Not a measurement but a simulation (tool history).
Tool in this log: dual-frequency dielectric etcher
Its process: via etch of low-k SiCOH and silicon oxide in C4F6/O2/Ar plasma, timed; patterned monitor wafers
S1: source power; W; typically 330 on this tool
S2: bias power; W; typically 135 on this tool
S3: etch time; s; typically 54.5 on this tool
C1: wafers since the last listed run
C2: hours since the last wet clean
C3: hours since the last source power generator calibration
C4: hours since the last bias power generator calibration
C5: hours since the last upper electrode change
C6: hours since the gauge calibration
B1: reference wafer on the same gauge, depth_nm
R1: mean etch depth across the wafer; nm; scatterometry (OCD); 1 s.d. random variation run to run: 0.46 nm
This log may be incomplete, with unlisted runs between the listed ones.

run   hour   S1   S2    S3   C1     C2      C3      C4      C5     C6     B1     R1
  1      0  330  135  54.5    0  185.1  4758.6  3473.4  4818.4    218  104.6  109.8
  2   29.3  330  135  54.5  238  214.4  4787.9  3502.7  4847.7  247.3  104.6    110
  3   41.8  330  135  54.5  101  226.9  4800.4  3515.2  4860.2  259.8  104.5  109.6
  4   77.7  330  135  64.5  291  262.8  4836.3  3551.1  4896.1  295.7  104.3  129.7
  5   93.9  330  135  64.5  131    279  4852.5  3567.3  4912.3  311.9  104.4  130.2
  6  113.1  330  135  54.5  155  298.2  4871.7  3586.5  4931.5  331.1  104.4  109.8
  7  137.9  330  135  54.5  201    323  4896.5  3611.3  4956.3  355.9    104    110
  8  162.1  330  114    61  196  347.2  4920.7  3635.5  4980.5  380.1  104.2    112
     193.7  -- wet clean of the chamber
  9  194.2  330  114    61   65    0.5  4952.8  3667.6  5012.6  412.2  104.2  112.5
 10  214.9  330  135  54.5  168   21.2  4973.5  3688.3  5033.3  432.9  104.3  109.7
 11  236.5  330  135  54.5  175   42.8  4995.1  3709.9  5054.9  454.5  104.1  109.2
     248.9  -- gauge calibrated
     272.6  -- upper electrode replaced
 12  273.1  400  119  54.5  102   79.4  5031.7  3746.5     0.5   24.2  105.5    114
     277.1  -- bias power generator calibrated
     287.6  -- source power generator calibrated
 13  291.6  330  135  46.5   85   97.9       4    14.5      19   42.7  105.3   94.4
 14  311.2  330  145    60  159  117.5    23.6    34.1    38.6   62.3  105.2  125.7
 15  323.2  310  112    63   97  129.5    35.6    46.1    50.6   74.3  105.3  112.5
 16  378.6  400  114  42.5  450  184.9      91   101.5     106  129.7  104.6   86.7
 17  413.1  330  135  54.5  280  219.4   125.5     136   140.5  164.2  104.9  109.8
 18  438.1  330  135  54.5  203  244.4   150.5     161   165.5  189.2  104.7  109.1
 19  456.3  280  114    59  147  262.6   168.7   179.2   183.7  207.4  104.4   99.8
 20  486.1  390  113    40  242  292.4   198.5     209   213.5  237.2  104.6   79.6
 21  511.1  330  118  54.5  203  317.4   223.5     234   238.5  262.2  104.4  102.1

Run-by-run hidden state of the tool:
etch rate over this chamber's usual, %: 0, the same for each run
source power that arrives over what is set, %: 0, the same for each run
bias power that arrives over what is set, %: 0, the same for each run
H1: gauge reads high (%)
run      H1
  1   -1.34
  2   -1.42
  3   -1.45
  4   -1.52
  5   -1.55
  6   -1.58
  7   -1.61
  8   -1.64
  9   -1.67
 10   -1.68
 11    -1.7
 12  -0.288
 13  -0.475
 14  -0.651
 15  -0.748
 16   -1.11
 17   -1.27
 18   -1.37
 19   -1.44
 20   -1.52
 21   -1.59

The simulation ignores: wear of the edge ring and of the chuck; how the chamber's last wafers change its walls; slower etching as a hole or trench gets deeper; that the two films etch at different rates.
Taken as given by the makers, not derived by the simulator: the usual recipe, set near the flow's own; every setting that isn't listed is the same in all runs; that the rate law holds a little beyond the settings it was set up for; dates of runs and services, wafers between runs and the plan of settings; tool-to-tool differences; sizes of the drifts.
